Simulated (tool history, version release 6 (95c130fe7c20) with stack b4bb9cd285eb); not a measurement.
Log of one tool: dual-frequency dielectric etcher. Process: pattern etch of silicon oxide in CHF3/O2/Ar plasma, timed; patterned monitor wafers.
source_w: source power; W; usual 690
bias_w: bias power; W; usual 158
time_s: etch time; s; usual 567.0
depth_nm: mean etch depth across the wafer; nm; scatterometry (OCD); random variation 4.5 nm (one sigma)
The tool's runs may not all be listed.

run	hour	source_w	bias_w	time_s	wafers since the last listed run	hours since the last wet clean	hours since the last source power generator calibration	hours since the last bias power generator calibration	hours since the last upper electrode change	hours since the gauge calibration	read-back reference wafer on the same gauge, depth_nm	depth_nm
1	0.0	690	158	567.0	0	24.5	967.6	2875.1	6197.9	524.3	1111.5	1098.7
2	34.2	690	158	567.0	136	58.7	1001.8	2909.3	6232.1	558.5	1111.4	1098.5
3	81.5	690	158	567.0	189	106.0	1049.1	2956.6	6279.4	605.8	1108.9	1100.9
4	123.7	690	158	567.0	168	148.2	1091.3	2998.8	6321.6	648.0	1111.3	1101.3
5	180.4	690	158	567.0	226	204.9	1148.0	3055.5	6378.3	704.7	1110.5	1101.6
6	209.0	690	158	567.0	114	233.5	1176.6	3084.1	6406.9	733.3	1109.6	1097.8
7	256.7	690	158	567.0	190	281.2	1224.3	3131.8	6454.6	781.0	1109.1	1096.8
8	327.8	690	158	524.5	284	352.3	1295.4	3202.9	6525.7	852.1	1109.5	1019.9
9	406.2	690	158	524.5	313	430.7	1373.8	3281.3	6604.1	930.5	1109.2	1024.3
# hour 437.6: wet clean of the chamber
# hour 470.3: gauge calibrated
# hour 478.5: upper electrode replaced
10	479.0	690	158	567.0	99	41.4	1446.6	3354.1	0.5	8.7	1110.5	1095.0
11	504.3	690	158	567.0	101	66.7	1471.9	3379.4	25.8	34.0	1109.0	1098.8
12	552.3	690	158	567.0	192	114.7	1519.9	3427.4	73.8	82.0	1110.3	1103.0
13	604.2	690	158	567.0	207	166.6	1571.8	3479.3	125.7	133.9	1111.0	1097.1
14	631.6	640	158	691.0	109	194.0	1599.2	3506.7	153.1	161.3	1109.8	1308.9
15	689.6	640	180	567.0	232	252.0	1657.2	3564.7	211.1	219.3	1108.8	1101.7
16	752.0	630	172	625.5	249	314.4	1719.6	3627.1	273.5	281.7	1110.4	1196.5
17	794.3	690	158	567.0	169	356.7	1761.9	3669.4	315.8	324.0	1111.3	1094.6
# hour 826.6: bias power generator calibrated
18	841.9	690	158	567.0	174	404.3	1809.5	15.3	363.4	371.6	1111.8	1106.9
# hour 901.8: wet clean of the chamber
19	902.3	690	158	567.0	145	0.5	1869.9	75.7	423.8	432.0	1110.7	1103.8
20	937.3	620	148	567.0	140	35.5	1904.9	110.7	458.8	467.0	1112.0	1050.0
21	1107.3	780	191	622.0	680	205.5	2074.9	280.7	628.8	637.0	1110.4	1303.4
# hour 1131.6: source power generator calibrated
22	1170.9	840	181	567.0	238	269.1	39.3	344.3	692.4	700.6	1109.1	1210.3
23	1232.9	810	184	699.0	248	331.1	101.3	406.3	754.4	762.6	1109.5	1481.9
24	1278.5	690	158	567.0	182	376.7	146.9	451.9	800.0	808.2	1111.7	1092.7
25	1344.2	690	127	506.0	262	442.4	212.6	517.6	865.7	873.9	1111.0	940.7
# hour 1398.0: wet clean of the chamber
26	1398.5	690	158	567.0	121	0.5	266.9	571.9	920.0	928.2	1112.3	1091.3
27	1437.4	690	127	506.0	155	39.4	305.8	610.8	958.9	967.1	1109.4	933.8

3 ways to go on from here, each from the tool as it stands after run 27. What would each give?
A	1438.0	690	158	567.0	2	40.0	306.4	611.4	959.5	967.7	?	?
B	1438.0	690	181	458.5	2	40.0	306.4	611.4	959.5	967.7	?	?
C	1438.0	690	184	459.0	2	40.0	306.4	611.4	959.5	967.7	?	?

run	read-back reference wafer on the same gauge, depth_nm	depth_nm
A	1109.4	1096.7
B	1109.4	911.9
C	1109.4	916.1
Without the tool's hidden state the same runs would have given:
run	depth_nm
A	1096.7
B	911.9
C	916.1
